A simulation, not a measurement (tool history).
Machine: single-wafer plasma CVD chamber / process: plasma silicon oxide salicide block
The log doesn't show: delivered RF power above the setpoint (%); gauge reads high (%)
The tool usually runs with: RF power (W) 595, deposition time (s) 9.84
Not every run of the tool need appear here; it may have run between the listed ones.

run    hour  RF power (W)  deposition time (s)  wafers since the last listed run  hours since the last RF generator calibration  hours since the showerhead was replaced  hours since the gauge calibration  read-back reference wafer on the same gauge, thickness_nm  mean film thickness on the monitor wafer (Å)
  1     0.0           595                 9.84                                 0                                          294.7                                   1324.9                             1075.9                                                    103.510                                        957.41
  2    63.3           595                 9.84                              1533                                          358.0                                   1388.2                             1139.2                                                    103.461                                        959.05
  3   267.2           595                 9.84                              4940                                          561.9                                   1592.1                             1343.1                                                    103.417                                        960.37
  4   307.8           565                 9.84                               983                                          602.5                                   1632.7                             1383.7                                                    103.303                                        932.78
  5   341.3           565                 9.84                               811                                          636.0                                   1666.2                             1417.2                                                    103.453                                        947.59
  6   373.0           565                 9.84                               768                                          667.7                                   1697.9                             1448.9                                                    103.418                                        936.03
  7   401.9           685                 9.84                               700                                          696.6                                   1726.8                             1477.8                                                    103.496                                       1004.92
  8   465.8           595                 9.84                              1548                                          760.5                                   1790.7                             1541.7                                                    103.561                                        954.82
  9   517.1           595                 9.84                              1242                                          811.8                                   1842.0                             1593.0                                                    103.309                                        956.71
 10   555.7           595                 9.84                               935                                          850.4                                   1880.6                             1631.6                                                    103.426                                        951.06
 11   582.0           505                11.15                               637                                          876.7                                   1906.9                             1657.9                                                    103.363                                       1026.12
 12   637.8           595                11.35                              1351                                          932.5                                   1962.7                             1713.7                                                    103.518                                       1109.44
 13   707.1           595                11.35                              1678                                         1001.8                                   2032.0                             1783.0                                                    103.356                                       1111.84
 14   735.6           595                 9.84                               690                                         1030.3                                   2060.5                             1811.5                                                    103.360                                        954.31
 15   773.0           595                 9.84                               906                                         1067.7                                   2097.9                             1848.9                                                    103.362                                        956.38
 16   805.5           595                 9.84                               787                                         1100.2                                   2130.4                             1881.4                                                    103.428                                        956.73
 17   875.5           595                11.41                              1695                                         1170.2                                   2200.4                             1951.4                                                    103.349                                       1111.73
 18   921.2           595                 8.86                              1107                                         1215.9                                   2246.1                             1997.1                                                    103.425                                        861.32
      987.7  -- showerhead replaced
 19   988.5           595                 8.86                              1436                                         1283.2                                      0.8                             2064.4                                                    103.350                                        862.73
 20  1014.2           630                 9.84                               622                                         1308.9                                     26.5                             2090.1                                                    103.497                                        973.58
     1033.3  -- RF generator calibrated
 21  1140.3           595                 9.84                              2861                                          107.0                                    152.6                             2216.2                                                    103.429                                        960.10
 22  1210.3           595                 9.84                              1695                                          177.0                                    222.6                             2286.2                                                    103.424                                        958.09
     1252.0  -- gauge calibrated
 23  1266.8           635                 8.19                              1368                                          233.5                                    279.1                               14.8                                                    103.350                                        812.19
 24  1298.5           700                 9.16                               768                                          265.2                                    310.8                               46.5                                                    103.485                                        940.10
 25  1369.0           595                 9.84                              1708                                          335.7                                    381.3                              117.0                                                    103.478                                        955.94
 26  1407.4           480                 9.19                               930                                          374.1                                    419.7                              155.4                                                    103.211                                        830.42
 27  1438.3           525                 8.91                               748                                          405.0                                    450.6                              186.3                                                    103.460                                        822.82
 28  1497.2           535                 9.84                              1427                                          463.9                                    509.5                              245.2                                                    103.508                                        927.37
 29  1543.4           595                 9.84                              1119                                          510.1                                    555.7                              291.4                                                    103.581                                        954.99
 30  1587.7           705                11.06                              1073                                          554.4                                    600.0                              335.7                                                    103.285                                       1127.59
 31  1612.0           595                 9.84                               588                                          578.7                                    624.3                              360.0                                                    103.359                                        952.91
 32  1682.0           510                 9.84                              1695                                          648.7                                    694.3                              430.0                                                    103.321                                        917.92
 33  1722.9           560                10.66                               990                                          689.6                                    735.2                              470.9                                                    103.453                                       1017.69
 34  1748.5           485                10.79                               620                                          715.2                                    760.8                              496.5                                                    103.434                                        981.89
 35  1796.9           595                10.71                              1172                                          763.6                                    809.2                              544.9                                                    103.331                                       1044.50
 36  1850.5           595                11.03                              1298                                          817.2                                    862.8                              598.5                                                    103.317                                       1063.75
 37  1882.7           490                 9.84                               780                                          849.4                                    895.0                              630.7                                                    103.393                                        898.38
 38  1954.0           640                 9.14                              1727                                          920.7                                    966.3                              702.0                                                    103.376                                        904.67
 39  1998.1           595                11.48                              1068                                          964.8                                   1010.4                              746.1                                                    103.243                                       1119.47
 40  2029.2           630                 7.94                               753                                          995.9                                   1041.5                              777.2                                                    103.414                                        782.22
 41  2099.1           655                 8.21                              1693                                         1065.8                                   1111.4                              847.1                                                    103.301                                        823.07

For each run, what was the tool's unlogged condition?
delivered RF power above the setpoint (%): 0, the same for each run
gauge reads high (%): 0, the same for each run
